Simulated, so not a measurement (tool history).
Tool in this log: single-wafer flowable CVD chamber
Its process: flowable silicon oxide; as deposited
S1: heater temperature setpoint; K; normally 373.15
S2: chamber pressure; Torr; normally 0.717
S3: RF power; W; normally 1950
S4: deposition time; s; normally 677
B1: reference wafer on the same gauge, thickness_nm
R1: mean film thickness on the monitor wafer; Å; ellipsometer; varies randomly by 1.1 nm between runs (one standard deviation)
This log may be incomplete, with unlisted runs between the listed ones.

run,hour,S1,S2,S3,S4,B1,R1
1,0,373.15,0.85,1950,677,319.269,3831.62
2,33.9,373.15,0.85,1950,677,319.042,3790.75
3,88.6,373.15,0.717,1700,677,319.159,3036.37
4,114,373.15,0.717,1700,677,318.883,3015.23
5,181.4,373.15,0.717,1700,677,319.115,3026.97
6,246.1,373.15,0.717,1950,677,318.978,3208.94
7,274.6,373.15,0.717,1950,677,318.877,3212.71
8,334.2,373.15,0.717,1950,677,319.063,3207.68
9,380,373.15,0.717,1950,677,319.2,3212.89
# hour 416.5: RF generator calibrated
10,424,373.15,0.717,1950,677,319.235,3201.73
11,474,373.15,0.717,1700,677,318.878,3033.3
12,526.7,386.15,0.717,2050,677,319.097,2224.74
13,580.7,368.15,0.717,2195,677,319.013,3816.57
14,630.7,387.15,0.717,1695,677,318.95,1997.97
# hour 650.9: gauge calibrated
15,673.7,388.15,0.548,1825,677,318.949,1542.25
# hour 694.7: capacitance manometer re-zeroed and calibrated
# hour 714.2: thermocouple changed; heater temperature recalibrated
# hour 776.6: showerhead replaced, of another model than before
16,777.1,373.15,0.717,1950,677,319.24,3307.2
17,833,377.15,0.631,1950,629,318.925,2480.09
18,868.4,369.15,0.717,1950,796,319.049,4347.25
19,1083.4,373.15,0.869,1950,548,319.006,3079.51
20,1108.6,358.15,0.876,1950,585,319.046,5067.32
21,1143.3,385.15,0.588,2160,677,319.039,2077.83

List, for all runs, the conditions of the tool that the log does not record:
wafer temperature above the value expected at the setpoint (K): 0 in every run
delivered RF power above the setpoint (%): 0 in every run
gauge reads high (%): 0 in every run
H1: true pressure above the setpoint (%)
run,H1
1,-2.8
2,-2.82
3,-2.85
4,-2.86
5,-2.89
6,-2.92
7,-2.93
8,-2.95
9,-2.97
10,-2.98
11,-3
12,-3.02
13,-3.03
14,-3.05
15,-3.06
16,0.0653
17,-0.139
18,-0.262
19,-0.912
20,-0.979
21,-1.07
